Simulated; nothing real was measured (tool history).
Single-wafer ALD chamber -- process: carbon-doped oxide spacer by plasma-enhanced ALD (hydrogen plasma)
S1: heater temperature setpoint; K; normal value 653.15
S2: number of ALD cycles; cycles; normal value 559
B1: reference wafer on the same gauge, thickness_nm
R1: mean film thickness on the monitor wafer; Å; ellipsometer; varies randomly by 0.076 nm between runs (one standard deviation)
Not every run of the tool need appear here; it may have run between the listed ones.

| run | hour | S1 | S2 | B1 | R1 |
|---|---|---|---|---|---|
| 1 | 0 | 653.15 | 618 | 35.36 | 336.58 |
| 2 | 27.5 | 653.15 | 559 | 35.388 | 303.04 |
| 3 | 56.7 | 653.15 | 559 | 35.374 | 304.9 |
| 4 | 75.9 | 653.15 | 559 | 35.411 | 304.77 |
| 5 | 96.1 | 653.15 | 489 | 35.46 | 265.62 |
| 6 | 112.7 | 653.15 | 489 | 35.468 | 265.69 |
| 7 | 132.8 | 653.15 | 559 | 35.483 | 305.23 |
| 8 | 155.3 | 653.15 | 559 | 35.525 | 304.35 |
| 9 | 167.7 | 653.15 | 559 | 35.514 | 304.75 |
| 10 | 189.4 | 653.15 | 587 | 35.535 | 320.73 |
| 11 | 218.4 | 653.15 | 587 | 35.542 | 321.92 |
| 12 | 244.3 | 653.15 | 587 | 35.583 | 321.53 |
| 13 | 268.4 | 663.15 | 559 | 35.653 | 307.91 |
|  | 353.4 | thermocouple changed; heater temperature recalibrated |
| 14 | 363.5 | 653.15 | 559 | 35.745 | 307.97 |
|  | 369.5 | gauge calibrated |
| 15 | 382.2 | 653.15 | 559 | 35.388 | 302.86 |
| 16 | 464.6 | 653.15 | 559 | 35.471 | 304.72 |
| 17 | 486 | 661.15 | 559 | 35.499 | 306.66 |
| 18 | 511 | 645.15 | 522 | 35.512 | 284.4 |
| 19 | 546.2 | 653.15 | 559 | 35.557 | 304.98 |
| 20 | 576.8 | 653.15 | 559 | 35.607 | 307.38 |
| 21 | 610.7 | 653.15 | 516 | 35.645 | 282.12 |
| 22 | 636.9 | 640.15 | 459 | 35.677 | 251.24 |
| 23 | 653.2 | 653.15 | 559 | 35.688 | 306.38 |
| 24 | 682.9 | 653.15 | 559 | 35.739 | 306.86 |
| 25 | 755 | 658.15 | 559 | 35.833 | 306.46 |
| 26 | 776.7 | 653.15 | 559 | 35.863 | 307.79 |
| 27 | 791.7 | 660.15 | 522 | 35.853 | 287.62 |
| 28 | 820.4 | 653.15 | 652 | 35.898 | 360.84 |
| 29 | 833.6 | 658.15 | 503 | 35.936 | 277.82 |
| 30 | 864.9 | 641.15 | 559 | 35.96 | 308.89 |
|  | 877.6 | gauge calibrated |
| 31 | 883.1 | 649.15 | 525 | 35.338 | 285.13 |
| 32 | 899.5 | 653.15 | 511 | 35.373 | 278.1 |

Pick out some run-to-run changes in R1. Of each, how much would a tool without hidden state show as well, from the settings, what came in and chance, and how much is left for the hidden state and any gauge scatter not in both results compared?
The tool's hidden condition here consists of: wafer temperature above the value expected at the setpoint (K); gauge reads high (%).
Run 14 -> 15: gauge calibrated. R1 -5.11 Å: hidden state -3.26, all else -1.85.
Run 22 -> 23: S1 640.15 -> 653.15, S2 459 -> 559. R1 +55.14 Å: hidden state +0.74, all else +54.4.
Run 27 -> 28: S1 660.15 -> 653.15, S2 522 -> 652. R1 +73.22 Å: hidden state +1.48, all else +71.74.
Run 28 -> 29: S1 653.15 -> 658.15, S2 652 -> 503. R1 -83.02 Å: hidden state -1.25, all else -81.77.
Run 30 -> 31: S1 641.15 -> 649.15, S2 559 -> 525, gauge calibrated. R1 -23.76 Å: hidden state -5.22, all else -18.54.

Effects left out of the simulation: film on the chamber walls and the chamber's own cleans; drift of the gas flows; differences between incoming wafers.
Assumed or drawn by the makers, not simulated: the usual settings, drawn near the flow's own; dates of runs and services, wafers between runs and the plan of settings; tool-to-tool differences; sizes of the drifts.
